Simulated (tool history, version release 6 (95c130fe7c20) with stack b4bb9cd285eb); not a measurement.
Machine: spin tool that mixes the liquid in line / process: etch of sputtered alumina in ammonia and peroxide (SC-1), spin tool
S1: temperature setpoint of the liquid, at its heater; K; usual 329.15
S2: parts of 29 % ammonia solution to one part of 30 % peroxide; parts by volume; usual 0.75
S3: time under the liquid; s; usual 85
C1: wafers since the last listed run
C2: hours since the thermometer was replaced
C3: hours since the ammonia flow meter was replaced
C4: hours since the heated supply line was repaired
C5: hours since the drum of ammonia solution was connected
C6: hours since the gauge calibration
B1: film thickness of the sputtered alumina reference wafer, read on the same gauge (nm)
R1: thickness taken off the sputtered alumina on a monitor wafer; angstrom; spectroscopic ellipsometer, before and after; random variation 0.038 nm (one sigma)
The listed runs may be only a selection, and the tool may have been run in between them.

run     day      S1    S2   S3   C1     C2      C3      C4     C5     C6       B1     R1
  1   0.000  329.15  0.75   65    0  805.6  1914.9  3826.4  178.7   47.5  109.991  34.92
  2   0.721  329.15  0.75   85  170  822.9  1932.2  3843.7  196.0   64.8  109.996  45.56
  3   2.175  329.15  0.50   85  344  857.8  1967.1  3878.6  230.9   99.7  109.994  42.80
  4   3.612  322.65  0.55   85  340  892.3  2001.6  3913.1  265.4  134.2  110.019  30.50
  5   4.421  329.15  0.75   85  191  911.7  2021.0  3932.5  284.8  153.6  110.009  44.94
  6   5.775  329.15  0.75   85  320  944.2  2053.5  3965.0  317.3  186.1  110.005  44.93
      6.467  -- heated supply line repaired
  7   6.617  329.15  0.45  105  189  964.4  2073.7     3.6  337.5  206.3  110.008  48.57
  8   7.304  329.15  0.75   85  162  980.9  2090.2    20.1  354.0  222.8  109.999  41.09
      7.358  -- thermometer replaced
  9   8.475  329.15  0.75   85  267   26.8  2118.3    48.2  382.1  250.9  110.017  41.19
 10   9.321  329.15  0.75   85  200   47.1  2138.6    68.5  402.4  271.2  110.002  41.13
      9.825  -- ammonia flow meter replaced
 11  10.054  336.15  0.75   85  163   64.7     5.5    86.1  420.0  288.8  110.003  59.42
     10.633  -- heated supply line repaired, repeated, since the last time left the tool worse
 12  11.396  329.15  1.00   85  307   96.9    37.7    18.3  452.2  321.0  110.006  54.69
 13  12.633  329.15  0.40   85  292  126.6    67.4    48.0  481.9  350.7  109.998  49.87

Run 14 comes next. What will it give?
     13.054  -- new drum of ammonia solution connected
 14  13.525  335.65  0.65  65  201  148.0  88.8  69.4  11.3  372.1   ?   ?

Run 14 produced B1 110.015, R1 56.58 angstrom.
If the tool had no hidden condition, the same run with the same run-to-run variation would have returned R1 57.91 angstrom.
